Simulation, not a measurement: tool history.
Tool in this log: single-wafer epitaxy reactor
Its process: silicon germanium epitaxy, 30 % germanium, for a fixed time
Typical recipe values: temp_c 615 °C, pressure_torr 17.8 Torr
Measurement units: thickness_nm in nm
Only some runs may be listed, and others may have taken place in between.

run	hour	temp_c	pressure_torr	read-back reference wafer on the same gauge, thickness_nm	thickness_nm
1	0	615	17.8	61.147	66.713
2	289.1	615	17.8	61.111	66.869
3	390.8	615	17.8	61.068	66.807
4	465	615	17.8	61.052	66.985
5	545.8	615	17.8	61.038	66.505
6	584.8	615	17.8	61.136	66.46
7	668.7	620	17.8	61.163	71.755
8	709.2	620	17.8	60.993	71.459
9	798.4	615	17.8	61.146	66.946
10	871.7	615	17.8	61.078	66.553
11	924.6	615	17.8	61.091	66.253
12	1005.4	604	17.8	61.083	56.093
13	1086.8	606	20.8	61.118	61.106
# hour 1144.2: pyrometer calibrated
14	1161.8	615	17.8	61.06	68.921
15	1223.4	626	16.1	61.159	79.285
# hour 1351.9: capacitance manometer re-zeroed and calibrated
16	1361.1	625	21	61.112	84.191
# hour 1371: showerhead replaced
17	1417	622	17.8	61.075	75.869
18	1506.1	615	17.8	61.015	68.423
# hour 1543.7: gauge calibrated
19	1563.9	611	21.6	61.105	68.362
20	1691.7	615	17.8	61.081	68.013
21	1761.1	605	17.8	61.06	57.619
22	1804.1	623	20	61.126	79.564
23	1901.5	624	21.8	61.047	83.165
24	2001	615	17.8	61.158	66.846

Each row is a separate what-if for the run after 24, all from the same tool condition, not one after another. Results?
A	2001.4	615	20.4	?	?
B	2001.4	620	19.8	?	?
C	2001.4	615	15.8	?	?
D	2001.4	627	20.7	?	?

run	read-back reference wafer on the same gauge, thickness_nm	thickness_nm
A	61.043	70.621
B	61.043	75.524
C	61.043	64.671
D	61.043	85.396
What these runs would have given with no unlogged condition in the tool:
run	thickness_nm
A	72.495
B	77.507
C	66.387
D	87.608
